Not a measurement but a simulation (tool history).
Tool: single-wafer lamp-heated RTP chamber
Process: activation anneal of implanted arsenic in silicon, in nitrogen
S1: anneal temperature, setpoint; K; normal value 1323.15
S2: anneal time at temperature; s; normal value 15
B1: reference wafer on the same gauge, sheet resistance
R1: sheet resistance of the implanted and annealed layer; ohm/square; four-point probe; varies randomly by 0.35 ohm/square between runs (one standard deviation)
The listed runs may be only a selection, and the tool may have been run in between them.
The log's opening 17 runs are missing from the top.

run	hour	S1	S2	B1	R1
18	1223.2	1295.15	19	98.1	106.85
# hour 1254.9: reflector plate cleaned
19	1326.1	1349.15	13	98.15	86.09
20	1389.9	1323.15	15	98.17	94.55
# hour 1451.2: pyrometer window cleaned and pyrometer calibrated
21	1476.1	1323.15	20	98.18	93.19
22	1526.9	1335.15	20	98.05	86.99
23	1632.6	1348.15	9	98.09	96.54
24	1683.6	1301.15	12	98.02	116.29
25	1790.2	1345.15	20	98.14	81.81
26	1851.5	1323.15	24	98.08	87.47
27	1918	1304.15	23	98.07	97.62
# hour 1952.3: reflector plate cleaned
28	1987.1	1323.15	6	98.03	116.19
# hour 2166.1: pyrometer window cleaned and pyrometer calibrated
29	2205.5	1306.15	12	98.09	113.8
30	2277.4	1308.15	15	98.05	107.1
31	2336.5	1332.15	6	98.11	112.57
32	2392	1323.15	15	98	98.09
33	2468.3	1333.15	15	98.12	93.11

Run 34, settings as shown, results not yet in. Your forecast:
# hour 2568.5: reflector plate cleaned
34	2723.5	1303.15	22	?	?

{"run 34": {"B1": 98.08, "R1": 99.3}}
Were there no unlogged condition in the tool, this run, its random variation unchanged, would have produced R1 102.32 ohm/square.
